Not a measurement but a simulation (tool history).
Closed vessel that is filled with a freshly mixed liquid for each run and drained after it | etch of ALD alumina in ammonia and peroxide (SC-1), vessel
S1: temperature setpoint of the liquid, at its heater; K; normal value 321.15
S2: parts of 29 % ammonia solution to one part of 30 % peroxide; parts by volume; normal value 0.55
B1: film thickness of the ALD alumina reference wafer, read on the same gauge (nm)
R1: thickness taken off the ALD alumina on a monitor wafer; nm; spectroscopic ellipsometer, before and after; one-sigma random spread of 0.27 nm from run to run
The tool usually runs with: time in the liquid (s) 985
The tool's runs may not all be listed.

{"run": 1, "hour": 0.0, "S1": 321.15, "S2": 0.55, "time in the liquid (s)": 755, "B1": 41.16, "R1": 33.31}
{"run": 2, "hour": 59.3, "S1": 321.15, "S2": 0.55, "time in the liquid (s)": 755, "B1": 41.2, "R1": 33.38}
{"hour": 70.8, "done": "ammonia flow meter replaced"}
{"run": 3, "hour": 123.5, "S1": 321.15, "S2": 0.55, "time in the liquid (s)": 985, "B1": 41.26, "R1": 43.77}
{"run": 4, "hour": 205.0, "S1": 321.15, "S2": 0.55, "time in the liquid (s)": 985, "B1": 41.29, "R1": 43.55}
{"hour": 229.7, "done": "new drum of ammonia solution connected"}
{"run": 5, "hour": 266.4, "S1": 321.15, "S2": 0.55, "time in the liquid (s)": 985, "B1": 41.32, "R1": 43.63}
{"run": 6, "hour": 308.4, "S1": 321.15, "S2": 0.45, "time in the liquid (s)": 1315, "B1": 41.34, "R1": 57.47}
{"hour": 381.1, "done": "thermometer replaced"}
{"run": 7, "hour": 414.1, "S1": 321.15, "S2": 0.8, "time in the liquid (s)": 985, "B1": 41.4, "R1": 45.08}
{"run": 8, "hour": 495.0, "S1": 321.15, "S2": 0.55, "time in the liquid (s)": 590, "B1": 41.46, "R1": 25.96}
{"run": 9, "hour": 570.8, "S1": 321.15, "S2": 0.3, "time in the liquid (s)": 1570, "B1": 41.52, "R1": 66.51}
{"run": 10, "hour": 676.2, "S1": 312.65, "S2": 0.75, "time in the liquid (s)": 1260, "B1": 41.57, "R1": 35.17}
{"run": 11, "hour": 713.7, "S1": 311.15, "S2": 0.8, "time in the liquid (s)": 750, "B1": 41.6, "R1": 19.56}
{"run": 12, "hour": 777.5, "S1": 312.65, "S2": 0.45, "time in the liquid (s)": 985, "B1": 41.62, "R1": 26.66}
{"hour": 869.9, "done": "ammonia flow meter replaced"}
{"run": 13, "hour": 879.5, "S1": 321.15, "S2": 0.55, "time in the liquid (s)": 985, "B1": 41.69, "R1": 44.36}
{"run": 14, "hour": 951.3, "S1": 321.15, "S2": 0.55, "time in the liquid (s)": 985, "B1": 41.73, "R1": 43.99}
{"hour": 973.0, "done": "new drum of ammonia solution connected"}
{"run": 15, "hour": 1226.9, "S1": 314.65, "S2": 0.8, "time in the liquid (s)": 795, "B1": 41.88, "R1": 25.47}
{"hour": 1290.7, "done": "gauge calibrated"}
{"run": 16, "hour": 1316.1, "S1": 321.15, "S2": 0.55, "time in the liquid (s)": 490, "B1": 39.83, "R1": 21.05}
{"run": 17, "hour": 1373.2, "S1": 321.15, "S2": 0.55, "time in the liquid (s)": 985, "B1": 39.88, "R1": 41.56}
{"run": 18, "hour": 1423.8, "S1": 327.65, "S2": 0.8, "time in the liquid (s)": 1180, "B1": 39.88, "R1": 74.97}
{"run": 19, "hour": 1466.3, "S1": 317.15, "S2": 0.55, "time in the liquid (s)": 985, "B1": 39.93, "R1": 33.37}
{"run": 20, "hour": 1512.0, "S1": 329.65, "S2": 0.45, "time in the liquid (s)": 985, "B1": 39.96, "R1": 65.97}
{"hour": 1575.5, "done": "ammonia flow meter replaced"}
{"hour": 1595.6, "done": "new drum of ammonia solution connected"}
{"run": 21, "hour": 1618.0, "S1": 313.65, "S2": 0.75, "time in the liquid (s)": 1260, "B1": 40.04, "R1": 36.29}
{"run": 22, "hour": 1684.3, "S1": 314.15, "S2": 0.55, "time in the liquid (s)": 985, "B1": 40.08, "R1": 28.23}
{"run": 23, "hour": 1806.5, "S1": 315.65, "S2": 0.65, "time in the liquid (s)": 655, "B1": 40.15, "R1": 20.79}
{"run": 24, "hour": 1898.5, "S1": 321.15, "S2": 0.45, "time in the liquid (s)": 485, "B1": 40.18, "R1": 20.59}
{"run": 25, "hour": 1968.0, "S1": 328.65, "S2": 0.8, "time in the liquid (s)": 505, "B1": 40.23, "R1": 34.03}
{"run": 26, "hour": 2069.2, "S1": 321.15, "S2": 0.55, "time in the liquid (s)": 985, "B1": 40.28, "R1": 43.04}
{"hour": 2160.9, "done": "new drum of ammonia solution connected"}
{"run": 27, "hour": 2163.3, "S1": 321.15, "S2": 0.75, "time in the liquid (s)": 545, "B1": 40.35, "R1": 24.38}
{"run": 28, "hour": 2233.4, "S1": 321.15, "S2": 0.55, "time in the liquid (s)": 985, "B1": 40.38, "R1": 42.93}

Each row is a separate what-if for the run after 28, all from the same tool condition, not one after another. Results?
{"run": "A", "hour": 2234.3, "S1": 321.15, "S2": 0.55, "time in the liquid (s)": 985, "B1": "?", "R1": "?"}
{"run": "B", "hour": 2234.3, "S1": 316.15, "S2": 0.55, "time in the liquid (s)": 985, "B1": "?", "R1": "?"}
{"run": "C", "hour": 2234.3, "S1": 321.15, "S2": 0.85, "time in the liquid (s)": 985, "B1": "?", "R1": "?"}
{"run": "D", "hour": 2234.3, "S1": 321.15, "S2": 0.55, "time in the liquid (s)": 550, "B1": "?", "R1": "?"}
{"run": "E", "hour": 2234.3, "S1": 328.65, "S2": 0.55, "time in the liquid (s)": 590, "B1": "?", "R1": "?"}

run=A B1=40.37 R1=42.76
run=B B1=40.37 R1=32.19
run=C B1=40.37 R1=44.56
run=D B1=40.37 R1=23.87
run=E B1=40.37 R1=38.49
Without the tool's unlogged condition, the same runs would have read:
run=A R1=42.34
run=B R1=31.88
run=C R1=44.13
run=D R1=23.64
run=E R1=38.12
